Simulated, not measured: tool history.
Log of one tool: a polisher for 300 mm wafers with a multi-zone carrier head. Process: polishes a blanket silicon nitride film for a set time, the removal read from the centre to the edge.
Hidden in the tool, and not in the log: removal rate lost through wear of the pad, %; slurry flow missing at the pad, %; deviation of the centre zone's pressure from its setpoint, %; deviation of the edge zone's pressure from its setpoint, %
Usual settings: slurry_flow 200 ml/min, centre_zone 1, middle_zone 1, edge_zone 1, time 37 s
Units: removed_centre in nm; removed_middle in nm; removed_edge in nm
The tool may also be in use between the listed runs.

run	hour	slurry_flow	centre_zone	middle_zone	edge_zone	time	wafers since the last listed run	wafers polished on this pad	hours since the slurry nozzle was cleaned	hours since the centre zone pressure was calibrated	hours since the edge zone pressure was calibrated	hours since the carrier head's membrane was replaced	incoming thickness of the incoming film, nm	removed_centre	removed_middle	removed_edge
1	0	200	1	1	1	37	0	7123	194.8	324.4	306.7	41.3	786.1	43.4	43.1	42.6
2	25.5	240	0.9	1	1	27	405	7528	220.3	349.9	332.2	66.8	792.6	28.4	32	32.1
3	81	265	1.04	1	0.91	31	883	8412	275.8	405.4	387.7	122.3	792.3	37.9	36.4	35.1
# hour 105.3: worn pad replaced by a new one
4	145.8	200	1	1	1	37	967	645	340.6	470.2	452.5	187.1	797.1	44.8	44.9	44.3
5	216	200	1	1	1	37	1117	1762	410.8	540.4	522.7	257.3	803.7	43.8	43.8	45
# hour 222.3: edge zone pressure recalibrated
# hour 242.9: centre zone pressure recalibrated
6	243.4	200	0.95	0.93	1	37	372	2134	438.2	0.5	21.1	284.7	783.4	42	41.3	44.5
7	296.5	200	1	0.95	1	45	845	2979	491.3	53.6	74.2	337.8	777.4	52.9	49.5	53.4
8	347.2	240	0.95	1	1	37	806	3786	542	104.3	124.9	388.5	791.1	41.8	44.1	44.2
9	378.5	240	0.9	1	1	27	498	4284	573.3	135.6	156.2	419.8	796.9	28.8	32.2	32.1
# hour 388.7: slurry nozzle cleaned
10	424.7	145	1	1	1.08	37	719	5004	36	181.8	202.4	466	799.1	43.4	42.4	44.5
11	488.4	200	1	1	1	37	1013	6018	99.7	245.5	266.1	529.7	793.9	44.2	43.5	44.3
12	527.9	170	1	1.06	1	29	628	6646	139.2	285	305.6	569.2	778.7	33.6	34.7	33.9
13	578	255	1	1	1	41	797	7444	189.3	335.1	355.7	619.3	796	48.5	49.2	48.8
# hour 588.8: worn pad replaced by a new one
14	635.9	200	1	1	0.93	47	857	750	247.2	393	413.6	677.2	797	57	57.2	55.9
15	663.1	150	1	1	1	27	432	1183	274.4	420.2	440.8	704.4	799.1	31.5	31.8	32
16	706.7	200	1	1	1	37	693	1877	318	463.8	484.4	748	804.6	44	44.4	44.6
# hour 775.4: edge zone pressure recalibrated
17	794.4	230	1	0.93	1.07	37	1363	3240	405.7	551.5	19	835.7	785.4	44.3	42.9	45.6
# hour 813.7: centre zone pressure recalibrated
18	862.6	230	1.03	0.89	0.89	37	1053	4294	473.9	48.9	87.2	903.9	779	45.1	40.4	41.8
19	894.8	250	1.09	0.91	1.06	37	512	4807	506.1	81.1	119.4	936.1	789.8	48	40.6	46.4
20	929.1	200	1	1.1	1.07	26	545	5352	540.4	115.4	153.7	970.4	787.6	29.6	32.8	31
21	967	145	1	1	0.88	42	603	5956	578.3	153.3	191.6	1008.3	795.8	45.3	45.9	45.6
22	1032	200	1	1	0.94	37	1034	6990	643.3	218.3	256.6	1073.3	804.4	40.8	40.7	39.6
# hour 1085.1: slurry nozzle cleaned
23	1099.7	155	0.96	1	1	26	1061	8052	14.6	286	324.3	1141	787.2	28.2	30	30.2

Forecast each of these 3 alternatives for the next run:
A	1100.1	200	1	0.94	1	37	6	8058	15	286.4	324.7	1141.4	793.7	?	?	?
B	1100.1	200	1	0.93	1	37	6	8058	15	286.4	324.7	1141.4	793.7	?	?	?
C	1100.1	150	0.96	1	0.89	27	6	8058	15	286.4	324.7	1141.4	793.7	?	?	?

run	removed_centre	removed_middle	removed_edge
A	43.1	41.6	42.6
B	43.1	41.2	42.7
C	29.1	30.9	29.1
Without the tool's hidden state the same runs would have given:
run	removed_centre	removed_middle	removed_edge
A	45.8	44.2	45.3
B	45.8	43.8	45.3
C	30.9	32.9	30.9

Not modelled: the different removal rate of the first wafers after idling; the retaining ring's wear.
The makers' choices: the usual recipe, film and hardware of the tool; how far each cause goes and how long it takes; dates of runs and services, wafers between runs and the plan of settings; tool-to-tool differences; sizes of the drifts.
